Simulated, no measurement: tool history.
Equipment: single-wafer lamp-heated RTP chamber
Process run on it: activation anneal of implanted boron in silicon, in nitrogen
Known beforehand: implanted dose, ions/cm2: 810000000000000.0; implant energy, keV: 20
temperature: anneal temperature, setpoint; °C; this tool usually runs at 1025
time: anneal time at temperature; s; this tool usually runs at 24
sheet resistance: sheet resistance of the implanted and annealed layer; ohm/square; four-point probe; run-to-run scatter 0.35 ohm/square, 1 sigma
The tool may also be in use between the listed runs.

| run | hour | temperature | time | read-back reference wafer on the same gauge, sheet resistance | sheet resistance |
|---|---|---|---|---|---|
| 1 | 0 | 1025 | 24 | 145.56 | 153.23 |
| 2 | 104.1 | 1025 | 24 | 145.51 | 152.65 |
| 3 | 198.7 | 1025 | 24 | 145.38 | 152.72 |
| 4 | 282 | 1042 | 24 | 145.31 | 151.54 |
| 5 | 361.5 | 1025 | 24 | 145.32 | 152.48 |
| 6 | 399.7 | 1025 | 24 | 145.1 | 151.84 |
| 7 | 629.4 | 1025 | 24 | 144.85 | 151.74 |
| 8 | 700.1 | 1025 | 24 | 144.83 | 152.03 |
| 9 | 771.3 | 1025 | 24 | 144.79 | 152.4 |
| 10 | 807.9 | 1025 | 24 | 144.66 | 152.51 |
| 11 | 882.7 | 1025 | 24 | 144.65 | 152.24 |
| 12 | 987.3 | 1025 | 24 | 144.5 | 151.67 |
| 13 | 1052 | 1025 | 24 | 144.39 | 151.13 |
| 14 | 1315.8 | 1015 | 13 | 144 | 153.46 |
| 15 | 1370.6 | 1008 | 24 | 143.92 | 153.97 |
| 16 | 1442.6 | 1000 | 19 | 143.98 | 156.15 |
| 17 | 1491.3 | 1025 | 24 | 143.87 | 151.42 |
| 18 | 1711.4 | 1025 | 24 | 143.58 | 150.66 |
| 19 | 1753.9 | 1025 | 11 | 143.55 | 152.13 |
| 20 | 2074.4 | 1017 | 24 | 143.21 | 151.71 |
| 21 | 2112.9 | 1000 | 15 | 143.12 | 156.02 |
| 22 | 2154 | 1025 | 10 | 143.01 | 151.8 |
| 23 | 2223.3 | 1025 | 24 | 146.32 | 153.75 |
| 24 | 2268.9 | 1034 | 28 | 146.23 | 152.67 |
| 25 | 2321.7 | 1010 | 33 | 146.01 | 154.48 |
| 26 | 2429.6 | 1038 | 18 | 145.88 | 153.41 |
| 27 | 2468.7 | 1009 | 29 | 145.91 | 155.84 |
| 28 | 2573.2 | 1008 | 32 | 145.74 | 154.56 |
| 29 | 2655.7 | 1002 | 16 | 145.83 | 158.24 |
| 30 | 2726 | 1013 | 29 | 145.62 | 154.13 |
| 31 | 2811.8 | 1025 | 24 | 145.51 | 152.8 |
| 32 | 2906.9 | 1041 | 37 | 145.47 | 150.59 |
| 33 | 2980.3 | 1007 | 12 | 145.39 | 156.85 |
| 34 | 3151.9 | 1041 | 11 | 145.27 | 151.93 |
| 35 | 3229.2 | 1004 | 16 | 145.16 | 157.2 |
| 36 | 3265.4 | 1025 | 24 | 145 | 152.43 |
| 37 | 3348.4 | 1025 | 24 | 144.95 | 151.83 |

Not shown here: 8 entries made in the log between runs. Locate each between two listed runs and compare the hidden state at the listed run before it with the hidden state at the listed run after it:
Run 3 -> run 4: pyrometer window cleaned and pyrometer calibrated (hour 280.6)
  gauge reads high (%): -0.417 -> -0.484
  measured minus no-state result, sheet resistance: -0.64 -> -0.73 ohm/square
Run 6 -> run 7: reflector plate cleaned (hour 443.2)
  gauge reads high (%): -0.58 -> -0.766
  measured minus no-state result, sheet resistance: -0.88 -> -1.17 ohm/square
Run 13 -> run 14: pyrometer window cleaned and pyrometer calibrated (hour 1163.8)
  gauge reads high (%): -1.11 -> -1.32
  measured minus no-state result, sheet resistance: -1.69 -> -2.06 ohm/square
Run 16 -> run 17: reflector plate cleaned (hour 1490.8)
  gauge reads high (%): -1.43 -> -1.47
  measured minus no-state result, sheet resistance: -2.26 -> -2.25 ohm/square
Run 19 -> run 20: pyrometer window cleaned and pyrometer calibrated (hour 2045)
  gauge reads high (%): -1.68 -> -1.94
  measured minus no-state result, sheet resistance: -2.59 -> -3 ohm/square
Run 22 -> run 23: gauge calibrated (hour 2205.2)
  gauge reads high (%): -2 -> 0.188
  measured minus no-state result, sheet resistance: -3.1 -> +0.29 ohm/square
Run 27 -> run 28: reflector plate cleaned (hour 2501.6)
  gauge reads high (%): -0.0114 -> -0.0962
  measured minus no-state result, sheet resistance: -0.02 -> -0.15 ohm/square
Run 31 -> run 32: pyrometer window cleaned and pyrometer calibrated (hour 2826.8)
  gauge reads high (%): -0.29 -> -0.367
  measured minus no-state result, sheet resistance: -0.44 -> -0.56 ohm/square
